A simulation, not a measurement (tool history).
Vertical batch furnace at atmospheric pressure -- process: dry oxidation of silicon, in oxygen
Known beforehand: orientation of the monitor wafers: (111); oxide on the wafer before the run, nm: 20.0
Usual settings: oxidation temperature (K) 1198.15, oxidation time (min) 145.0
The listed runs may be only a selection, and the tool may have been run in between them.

run    hour  oxidation temperature (K)  oxidation time (min)  read-back reference wafer on the same gauge, thickness  oxide thickness on the monitor wafer (nm)
  1     0.0                    1198.15                 145.0                                                   68.45                                      77.21
  2    18.9                    1198.15                 145.0                                                   68.54                                      77.55
  3    51.2                    1198.15                 145.0                                                   68.55                                      77.64
  4    64.5                    1198.15                 145.0                                                   68.47                                      77.30
  5    89.3                    1198.15                 145.0                                                   68.51                                      77.65
  6   115.1                    1198.15                 145.0                                                   68.48                                      77.55
  7   139.9                    1198.15                 145.0                                                   68.53                                      77.59
  8   154.1                    1210.15                 145.0                                                   68.47                                      84.62
  9   187.1                    1178.15                 145.0                                                   68.47                                      66.34
 10   221.1                    1178.15                 145.0                                                   68.53                                      65.92
 11   250.5                    1187.15                 145.0                                                   68.51                                      70.74
 12   264.8                    1187.15                 145.0                                                   68.54                                      70.67
 13   281.5                    1187.15                 145.0                                                   68.47                                      71.02
 14   314.5                    1189.15                 185.5                                                   68.43                                      83.26
 15   348.4                    1214.15                 145.0                                                   68.52                                      87.39
 16   372.8                    1214.15                 145.0                                                   68.53                                      86.78
 17   384.9                    1214.15                 145.0                                                   68.53                                      87.15
 18   430.0                    1198.15                  95.5                                                   68.52                                      60.91
 19   466.0                    1182.15                  87.5                                                   68.52                                      51.91
 20   494.2                    1184.15                 145.0                                                   68.50                                      68.89
 21   587.6                    1198.15                 145.0                                                   68.55                                      77.43
 22   599.9                    1198.15                 145.0                                                   68.43                                      77.30
 23   624.2                    1212.15                 187.5                                                   68.53                                     100.43
 24   656.3                    1217.15                 145.0                                                   68.48                                      88.85
 25   674.2                    1198.15                 145.0                                                   68.55                                      77.41
 26   699.1                    1220.15                 145.0                                                   68.48                                      90.57
 27   716.0                    1214.15                 145.0                                                   68.50                                      87.09
 28   761.2                    1198.15                 145.0                                                   68.50                                      77.70
 29   767.8                    1190.15                 199.5                                                   68.52                                      87.42
 30   793.6                    1180.15                 204.5                                                   68.57                                      81.65
 31   820.8                    1187.15                  77.5                                                   68.53                                      50.45
 32   852.9                    1217.15                 195.5                                                   68.57                                     105.63
 33   886.1                    1215.15                 164.5                                                   68.54                                      94.16
 34   907.6                    1184.15                 169.0                                                   68.51                                      75.81
 35  1005.4                    1198.15                 105.5                                                   68.50                                      64.43
 36  1024.8                    1198.15                 145.0                                                   68.50                                      77.25
 37  1048.6                    1214.15                 145.0                                                   68.54                                      87.06

Between the runs listed above, the log contained 3 entries, not reproduced here. Where in the sequence does each belong, and how does what the log doesn't record of the tool's condition differ from the listed run before to the listed run after?
Logged between run 17 and run 18: thermocouples replaced and temperature profile calibrated (hour 429.5)
  no hidden state differs between the two runs
Logged between run 18 and run 19: gauge calibrated (hour 461.1)
  no hidden state differs between the two runs
Logged between run 27 and run 28: boat lift adjusted (hour 760.7)
  no hidden state differs between the two runs
